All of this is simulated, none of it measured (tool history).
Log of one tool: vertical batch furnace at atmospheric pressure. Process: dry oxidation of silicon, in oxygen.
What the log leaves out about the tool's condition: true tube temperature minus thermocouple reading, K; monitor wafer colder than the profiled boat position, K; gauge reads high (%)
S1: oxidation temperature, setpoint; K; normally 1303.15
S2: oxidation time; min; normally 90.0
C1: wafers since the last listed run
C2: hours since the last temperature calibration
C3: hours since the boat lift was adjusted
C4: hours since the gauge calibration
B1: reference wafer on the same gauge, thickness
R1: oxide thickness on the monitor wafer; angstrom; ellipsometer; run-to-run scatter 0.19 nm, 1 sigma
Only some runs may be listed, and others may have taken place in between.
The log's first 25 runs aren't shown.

run   hour       S1     S2   C1     C2     C3     C4      B1      R1
 26  602.6  1303.15   59.0  353  108.2  161.1  261.6  117.99   881.1
 27  623.4  1303.15   90.0  178  129.0  181.9  282.4  117.99  1139.0
 28  636.2  1319.15   52.5  109  141.8  194.7  295.2  118.01   896.2
 29  648.9  1303.15   72.5  108  154.5  207.4  307.9  117.86   996.0
 30  672.7  1303.15   90.0  203  178.3  231.2  331.7  118.10  1141.6
 31  689.6  1286.15   47.5  144  195.2  248.1  348.6  117.95   690.6
 32  714.7  1303.15   90.0  214  220.3  273.2  373.7  118.00  1141.4
 33  734.0  1314.15  115.5  165  239.6  292.5  393.0  118.01  1417.5
 34  746.2  1303.15   90.0  104  251.8  304.7  405.2  118.02  1139.4
 35  754.7  1324.15  121.5   72  260.3  313.2  413.7  117.94  1537.3
 36  769.6  1318.15   45.0  127  275.2  328.1  428.6  118.00   810.5
 37  789.8  1279.15  113.0  172  295.4  348.3  448.8  118.00  1123.9
 38  810.8  1312.15  127.0  179  316.4  369.3  469.8  117.86  1479.3

Below are 5 alternative next runs, each starting from the tool's condition after run 38. Predict each:
  A  816.9  1303.15   90.0  52  322.5  375.4  475.9   ?   ?
  B  816.9  1288.15  115.0  52  322.5  375.4  475.9   ?   ?
  C  816.9  1291.15   53.5  52  322.5  375.4  475.9   ?   ?
  D  816.9  1309.15  109.0  52  322.5  375.4  475.9   ?   ?
  E  816.9  1290.15  116.0  52  322.5  375.4  475.9   ?   ?

run      B1      R1
  A  117.95  1142.6
  B  117.95  1210.1
  C  117.95   769.7
  D  117.95  1328.9
  E  117.95  1232.4
With the hidden condition removed and each run's random variation left untouched, the same runs would have given:
run      R1
  A  1138.5
  B  1205.1
  C   766.5
  D  1324.3
  E  1227.5
